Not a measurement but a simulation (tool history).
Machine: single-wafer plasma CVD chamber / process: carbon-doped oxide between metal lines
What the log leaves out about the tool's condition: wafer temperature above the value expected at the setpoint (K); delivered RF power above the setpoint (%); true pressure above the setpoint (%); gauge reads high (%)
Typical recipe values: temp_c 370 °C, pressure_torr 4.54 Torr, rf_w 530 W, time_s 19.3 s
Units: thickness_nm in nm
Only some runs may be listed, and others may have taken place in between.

run,day,temp_c,pressure_torr,rf_w,time_s,wafers since the last listed run,hours since the last thermocouple change,hours since the last RF generator calibration,hours since the last manometer calibration,hours since the showerhead was replaced,hours since the gauge calibration,"read-back reference wafer on the same gauge, thickness_nm",thickness_nm
1,0.000,370,4.54,530,19.3,0,1777.9,2480.9,1265.4,4941.4,439.6,107.032,101.260
2,0.738,360,4.54,530,19.3,364,1795.6,2498.6,1283.1,4959.1,457.3,106.963,103.626
3,1.821,370,4.54,530,19.3,535,1821.6,2524.6,1309.1,4985.1,483.3,106.988,101.185
4,2.200,370,4.54,530,19.3,187,1830.7,2533.7,1318.2,4994.2,492.4,107.013,101.216
5,2.721,370,4.54,530,19.3,257,1843.2,2546.2,1330.7,5006.7,504.9,106.993,101.130
# day 3.171: thermocouple changed; heater temperature recalibrated
6,3.208,370,4.54,530,19.3,76,0.9,2557.9,1342.4,5018.4,516.6,106.964,100.881
7,3.900,370,4.54,530,19.3,341,17.5,2574.5,1359.0,5035.0,533.2,107.034,100.968
8,4.529,364,4.54,530,19.3,310,32.6,2589.6,1374.1,5050.1,548.3,107.043,102.141
# day 4.667: gauge calibrated
9,5.279,364,4.54,530,19.3,370,50.6,2607.6,1392.1,5068.1,14.7,107.031,102.447
# day 5.679: RF generator calibrated
10,5.700,370,4.54,530,19.3,43,60.7,0.5,1402.2,5078.2,24.8,107.041,100.699
11,6.075,379,4.54,530,19.3,185,69.7,9.5,1411.2,5087.2,33.8,107.058,98.863
12,6.492,374,3.89,500,16.9,205,79.7,19.5,1421.2,5097.2,43.8,106.975,81.446
# day 6.842: showerhead replaced
13,6.862,370,4.54,530,19.3,18,88.6,28.4,1430.1,0.5,52.7,107.063,100.547
14,7.496,370,4.54,530,19.3,312,103.8,43.6,1445.3,15.7,67.9,107.016,101.064
15,8.133,370,4.54,530,16.2,314,119.1,58.9,1460.6,31.0,83.2,107.027,84.977
16,8.662,356,4.54,530,16.3,261,131.8,71.6,1473.3,43.7,95.9,106.977,88.119
17,9.154,384,4.54,530,19.3,242,143.6,83.4,1485.1,55.5,107.7,107.026,98.214
18,9.446,380,4.54,530,15.7,144,150.6,90.4,1492.1,62.5,114.7,107.023,81.179
# day 10.392: capacitance manometer re-zeroed and calibrated
19,10.412,370,3.80,530,19.3,312,173.8,113.6,0.5,85.7,137.9,107.001,98.677
20,10.429,370,4.54,485,19.3,8,174.2,114.0,0.9,86.1,138.3,106.994,92.507
21,11.029,370,4.54,530,19.3,296,188.6,128.4,15.3,100.5,152.7,107.065,101.114
22,11.662,370,5.27,530,19.3,312,203.8,143.6,30.5,115.7,167.9,107.037,103.774
23,12.275,370,4.54,530,19.3,302,218.5,158.3,45.2,130.4,182.6,106.904,100.375
24,13.008,359,5.38,530,16.0,362,236.1,175.9,62.8,148.0,200.2,107.011,88.125
25,13.750,370,4.54,600,19.3,366,253.9,193.7,80.6,165.8,218.0,106.944,113.002
26,14.388,375,4.54,495,19.3,314,269.2,209.0,95.9,181.1,233.3,106.963,93.789
27,14.988,356,4.09,595,19.3,296,283.6,223.4,110.3,195.5,247.7,106.967,114.053
28,15.521,374,4.54,485,17.4,263,296.4,236.2,123.1,208.3,260.5,107.017,83.054

5 ways to go on from here, each from the tool as it stands after run 28. What would each give?
A,15.538,370,4.54,530,19.3,8,296.8,236.6,123.5,208.7,260.9,?,?
B,15.538,370,5.15,530,15.5,8,296.8,236.6,123.5,208.7,260.9,?,?
C,15.538,360,4.54,620,17.4,8,296.8,236.6,123.5,208.7,260.9,?,?
D,15.538,370,3.91,530,16.7,8,296.8,236.6,123.5,208.7,260.9,?,?
E,15.538,379,3.55,530,19.3,8,296.8,236.6,123.5,208.7,260.9,?,?

run,"read-back reference wafer on the same gauge, thickness_nm",thickness_nm
A,107.002,100.800
B,107.002,82.753
C,107.002,106.950
D,107.002,85.672
E,107.002,95.998
With no hidden state in the tool, these same runs would have given:
run,thickness_nm
A,100.800
B,82.753
C,106.950
D,85.672
E,95.998
